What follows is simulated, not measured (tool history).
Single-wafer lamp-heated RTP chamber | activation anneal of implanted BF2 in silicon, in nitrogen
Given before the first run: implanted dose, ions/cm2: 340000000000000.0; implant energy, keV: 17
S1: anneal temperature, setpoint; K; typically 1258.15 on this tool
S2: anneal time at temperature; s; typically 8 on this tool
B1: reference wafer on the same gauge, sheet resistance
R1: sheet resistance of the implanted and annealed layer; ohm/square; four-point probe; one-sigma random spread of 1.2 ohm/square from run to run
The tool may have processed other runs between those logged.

run	hour	S1	S2	B1	R1
1	0.0	1258.15	8	361.96	338.46
# hour 19.3: pyrometer window cleaned and pyrometer calibrated
2	92.5	1258.15	8	361.79	337.81
3	132.1	1258.15	8	362.21	335.95
4	196.5	1258.15	8	361.61	335.64
5	269.0	1258.15	8	362.01	334.16
# hour 293.1: reflector plate cleaned
6	337.9	1258.15	8	361.85	334.70
7	390.9	1258.15	8	361.86	335.95
8	434.5	1258.15	8	361.82	333.60
# hour 510.3: pyrometer window cleaned and pyrometer calibrated
9	516.3	1258.15	8	362.01	333.93
10	571.1	1258.15	12	362.36	334.93
11	666.3	1258.15	8	362.23	336.93
# hour 706.8: reflector plate cleaned
12	735.1	1258.15	8	362.31	337.26
13	802.0	1258.15	8	362.09	336.34
14	852.9	1258.15	8	362.52	335.77
# hour 890.1: gauge calibrated
15	893.0	1243.15	10	362.20	346.14
# hour 971.7: pyrometer window cleaned and pyrometer calibrated
16	988.9	1258.15	8	362.48	337.51
17	1027.5	1288.15	5	362.15	333.44
18	1071.1	1276.15	8	361.99	330.08
# hour 1127.7: reflector plate cleaned
19	1140.3	1247.15	4	362.03	352.94
20	1188.4	1280.15	6	361.89	334.78
21	1280.0	1245.15	8	362.31	345.60
22	1326.7	1280.15	8	361.71	331.32
23	1409.2	1286.15	8	362.06	330.25
# hour 1425.8: pyrometer window cleaned and pyrometer calibrated
24	1468.0	1258.15	8	361.97	335.67

Table of differences, measured result less the result of that run with no hidden state. Run-to-run variation is the same in both. Gauge scatter possibly is not:
Hidden state present: true wafer temperature minus pyrometer reading, K; wafer temperature error from the tarnished reflector plate, K; gauge reads high (%).
run	R1
1	-1.52
2	-3.32
3	-3.69
4	-4.10
5	-4.34
6	-2.55
7	-3.61
8	-4.12
9	-4.69
10	-4.63
11	-5.14
12	-1.34
13	-2.92
14	-3.58
15	-7.86
16	-4.41
17	-0.93
18	-1.39
19	-1.69
20	-0.60
21	-7.13
22	-0.99
23	-0.90
24	-4.67
